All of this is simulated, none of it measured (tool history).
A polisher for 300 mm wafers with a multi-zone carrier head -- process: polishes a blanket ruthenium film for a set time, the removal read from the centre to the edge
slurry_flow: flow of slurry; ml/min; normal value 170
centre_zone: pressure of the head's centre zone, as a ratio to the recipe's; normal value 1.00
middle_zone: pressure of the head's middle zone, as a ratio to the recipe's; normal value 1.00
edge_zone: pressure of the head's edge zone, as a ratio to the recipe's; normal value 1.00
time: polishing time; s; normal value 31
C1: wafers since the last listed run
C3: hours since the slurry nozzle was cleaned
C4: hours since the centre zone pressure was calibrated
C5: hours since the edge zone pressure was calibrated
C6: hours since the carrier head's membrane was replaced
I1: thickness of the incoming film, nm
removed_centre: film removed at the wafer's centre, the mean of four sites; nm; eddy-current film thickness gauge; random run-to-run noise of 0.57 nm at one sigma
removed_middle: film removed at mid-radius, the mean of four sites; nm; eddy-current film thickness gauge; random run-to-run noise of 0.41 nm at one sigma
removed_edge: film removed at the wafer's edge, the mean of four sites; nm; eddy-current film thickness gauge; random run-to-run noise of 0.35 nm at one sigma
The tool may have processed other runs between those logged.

Run 1, hour 0.0: usual settings; C1 0; wafers polished on this pad 168; C3 230.1; C4 1014.8; C5 486.6; C6 989.0; I1 273.9. Result: removed_centre 36.4 nm, removed_middle 37.5 nm, removed_edge 37.8 nm.
Run 2, hour 27.0: usual settings; C1 251; wafers polished on this pad 419; C3 257.1; C4 1041.8; C5 513.6; C6 1016.0; I1 284.0. Result: removed_centre 36.2 nm, removed_middle 34.9 nm, removed_edge 35.9 nm.
At hour 65.5: carrier head's membrane replaced by a new one.
Run 3, hour 68.9: usual settings; C1 343; wafers polished on this pad 763; C3 299.0; C4 1083.7; C5 555.5; C6 3.4; I1 282.0. Result: removed_centre 34.6 nm, removed_middle 34.8 nm, removed_edge 34.7 nm.
Run 4, hour 87.7: usual settings; C1 175; wafers polished on this pad 938; C3 317.8; C4 1102.5; C5 574.3; C6 22.2; I1 276.4. Result: removed_centre 34.3 nm, removed_middle 34.6 nm, removed_edge 34.7 nm.
At hour 106.3: slurry nozzle cleaned.
Run 5, hour 120.9: usual settings but middle_zone 0.89, edge_zone 0.89, time 26 s; C1 299; wafers polished on this pad 1238; C3 14.6; C4 1135.7; C5 607.5; C6 55.4; I1 282.3. Result: removed_centre 28.5 nm, removed_middle 25.6 nm, removed_edge 27.7 nm.
Run 6, hour 135.4: usual settings; C1 134; wafers polished on this pad 1373; C3 29.1; C4 1150.2; C5 622.0; C6 69.9; I1 281.7. Result: removed_centre 33.8 nm, removed_middle 33.8 nm, removed_edge 34.9 nm.
Run 7, hour 162.0: usual settings; C1 247; wafers polished on this pad 1620; C3 55.7; C4 1176.8; C5 648.6; C6 96.5; I1 281.9. Result: removed_centre 33.7 nm, removed_middle 33.9 nm, removed_edge 34.7 nm.
At hour 168.9: centre zone pressure recalibrated.
Run 8, hour 190.5: usual settings; C1 246; wafers polished on this pad 1867; C3 84.2; C4 21.6; C5 677.1; C6 125.0; I1 283.7. Result: removed_centre 33.6 nm, removed_middle 34.1 nm, removed_edge 34.1 nm.
Run 9, hour 213.8: usual settings but slurry_flow 140 ml/min, centre_zone 1.07, time 24 s; C1 216; wafers polished on this pad 2084; C3 107.5; C4 44.9; C5 700.4; C6 148.3; I1 285.1. Result: removed_centre 27.6 nm, removed_middle 25.8 nm, removed_edge 25.7 nm.
At hour 221.9: worn pad replaced by a new one.
Run 10, hour 246.6: usual settings; C1 268; wafers polished on this pad 230; C3 140.3; C4 77.7; C5 733.2; C6 181.1; I1 276.6. Result: removed_centre 35.6 nm, removed_middle 35.9 nm, removed_edge 36.9 nm.
Run 11, hour 269.7: usual settings; C1 215; wafers polished on this pad 445; C3 163.4; C4 100.8; C5 756.3; C6 204.2; I1 279.9. Result: removed_centre 36.0 nm, removed_middle 36.0 nm, removed_edge 35.4 nm.
Run 12, hour 292.3: usual settings; C1 210; wafers polished on this pad 655; C3 186.0; C4 123.4; C5 778.9; C6 226.8; I1 276.4. Result: removed_centre 34.0 nm, removed_middle 34.9 nm, removed_edge 34.8 nm.
Run 13, hour 318.1: usual settings but slurry_flow 200 ml/min, centre_zone 1.11, edge_zone 0.97; C1 240; wafers polished on this pad 895; C3 211.8; C4 149.2; C5 804.7; C6 252.6; I1 282.2. Result: removed_centre 38.7 nm, removed_middle 34.6 nm, removed_edge 34.0 nm.
At hour 325.0: edge zone pressure recalibrated.
Run 14, hour 342.0: usual settings but edge_zone 1.03; C1 203; wafers polished on this pad 1099; C3 235.7; C4 173.1; C5 17.0; C6 276.5; I1 278.9. Result: removed_centre 33.4 nm, removed_middle 33.9 nm, removed_edge 34.7 nm.
Run 15, hour 361.8: usual settings but edge_zone 0.93; C1 184; wafers polished on this pad 1283; C3 255.5; C4 192.9; C5 36.8; C6 296.3; I1 278.0. Result: removed_centre 32.7 nm, removed_middle 33.9 nm, removed_edge 32.9 nm.
Run 16, hour 386.6: usual settings but slurry_flow 155 ml/min, centre_zone 1.10; C1 230; wafers polished on this pad 1514; C3 280.3; C4 217.7; C5 61.6; C6 321.1; I1 281.6. Result: removed_centre 36.2 nm, removed_middle 33.0 nm, removed_edge 33.2 nm.

Expected results for the next run?
Run 17, hour 399.0: usual settings but slurry_flow 190 ml/min, centre_zone 1.10, middle_zone 0.90; C1 115; wafers polished on this pad 1630; C3 292.7; C4 230.1; C5 74.0; C6 333.5; I1 279.2. Result: removed_centre ?, removed_middle ?, removed_edge ?.

{"run 17": {"removed_centre": 36.0, "removed_middle": 31.0, "removed_edge": 33.7}}
Were there no unlogged condition in the tool, this run, its random variation unchanged, would have produced removed_centre 41.0 nm, removed_middle 35.3 nm, removed_edge 38.4 nm.
